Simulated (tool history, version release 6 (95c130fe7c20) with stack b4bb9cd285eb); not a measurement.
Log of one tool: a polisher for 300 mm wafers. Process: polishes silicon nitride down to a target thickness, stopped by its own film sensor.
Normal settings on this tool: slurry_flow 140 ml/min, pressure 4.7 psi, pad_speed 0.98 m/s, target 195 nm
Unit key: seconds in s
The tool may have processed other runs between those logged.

run	hour	slurry_flow	pressure	pad_speed	target	incoming thickness of the incoming film, nm	seconds
1	0	140	4	0.98	195	361.4	76.3
2	65.8	140	4	0.98	195	361.8	77.2
3	133.2	140	4	0.98	195	355.3	68.8
4	198.2	110	4.7	0.98	195	365.1	68.3
5	349.2	110	4.7	0.98	195	365.9	66.2
6	388	110	4.7	0.98	195	360.1	64.2
7	459.3	140	4.7	0.98	195	362.4	61.3
8	511.4	140	4.7	0.98	195	353.7	57.8
9	579	140	4.7	0.98	195	356.9	58.8
10	635.7	140	4.7	0.98	173	363.4	67.2
11	698.5	140	4.7	0.98	173	361.5	68.6
12	726.3	140	4.7	0.98	173	363.9	77.1
13	769.9	140	4.7	1.14	195	361.3	60.8
14	814.8	140	4.7	1.14	195	359.3	58.5
15	873.7	140	4.7	1.14	195	355.5	56.7
16	903.3	140	4.2	0.98	195	365.9	75.2
17	942.7	140	3.6	1.1	195	364.1	79.6
18	1014.1	140	6.2	0.66	249	359.5	42.8
19	1073.1	115	4.7	0.84	163	366.3	93.3
20	1121.7	140	5.2	0.64	221	362.8	66.1
21	1178.9	140	3.4	0.98	195	366.5	91.1
22	1211.7	140	4.7	0.98	195	358	61.5
23	1240.7	140	4.7	0.98	195	367.7	68.3
24	1292.4	140	4.7	0.98	195	361.2	62.7
25	1361.8	140	3.6	1.1	195	359.3	72.5
26	1416.1	140	3.5	1.24	195	354.2	69.4
27	1455.6	160	4.2	1.2	195	357.9	59.7
28	1518.9	190	4.7	1.08	145	359.4	76
29	1580.8	140	4.7	0.98	195	361.1	60.7
30	1730.9	115	4.7	0.76	214	356.9	65.5
31	1843.5	165	4.7	0.98	195	357.4	62.5
32	1939.7	140	4.7	0.98	195	353.9	63.3
33	2009.8	140	3.3	1.12	195	360.6	80.9

Removed from this log: 12 entries logged between the listed runs. Between which two listed runs does each belong, and how does the tool's hidden state at the listed run before it compare with that at the listed run after it?
After run 3, before run 4: worn pad replaced by a new one (hour 144.4)
  deviation of the head's pressure from its setpoint, %: 6.13 -> 6.82
  measured less the result without the state, seconds: -4.3 -> -4.6 s
After run 4, before run 5: slurry nozzle cleaned (hour 253.7)
  deviation of the head's pressure from its setpoint, %: 6.82 -> 8.43
  measured less the result without the state, seconds: -4.6 -> -5.6 s
After run 9, before run 10: worn pad replaced by a new one (hour 595.1); slurry nozzle cleaned (hour 609.9)
  deviation of the head's pressure from its setpoint, %: 10.9 -> 11.5
  measured less the result without the state, seconds: -6.3 -> -7.8 s
After run 11, before run 12: head pressure recalibrated (hour 714.7)
  deviation of the head's pressure from its setpoint, %: 12.2 -> 0.846
  measured less the result without the state, seconds: -8.3 -> -0.7 s
After run 17, before run 18: slurry nozzle cleaned (hour 966.6); worn pad replaced by a new one (hour 970.3)
  deviation of the head's pressure from its setpoint, %: 3.15 -> 3.91
  measured less the result without the state, seconds: -2.5 -> -1.7 s
After run 24, before run 25: worn pad replaced by a new one, of another model than before (hour 1361.3)
  deviation of the head's pressure from its setpoint, %: 6.88 -> 7.62
  measured less the result without the state, seconds: -4.3 -> -4.1 s
After run 25, before run 26: slurry nozzle cleaned (hour 1386.9)
  deviation of the head's pressure from its setpoint, %: 7.62 -> 8.2
  measured less the result without the state, seconds: -4.1 -> -4.2 s
After run 29, before run 30: head pressure recalibrated (hour 1672)
  deviation of the head's pressure from its setpoint, %: 9.96 -> -0.137
  measured less the result without the state, seconds: -4.5 -> +0 s
After run 30, before run 31: slurry nozzle cleaned (hour 1744.8); worn pad replaced by a new one (hour 1812)
  deviation of the head's pressure from its setpoint, %: -0.137 -> 1.06
  measured less the result without the state, seconds: +0 -> -0.5 s

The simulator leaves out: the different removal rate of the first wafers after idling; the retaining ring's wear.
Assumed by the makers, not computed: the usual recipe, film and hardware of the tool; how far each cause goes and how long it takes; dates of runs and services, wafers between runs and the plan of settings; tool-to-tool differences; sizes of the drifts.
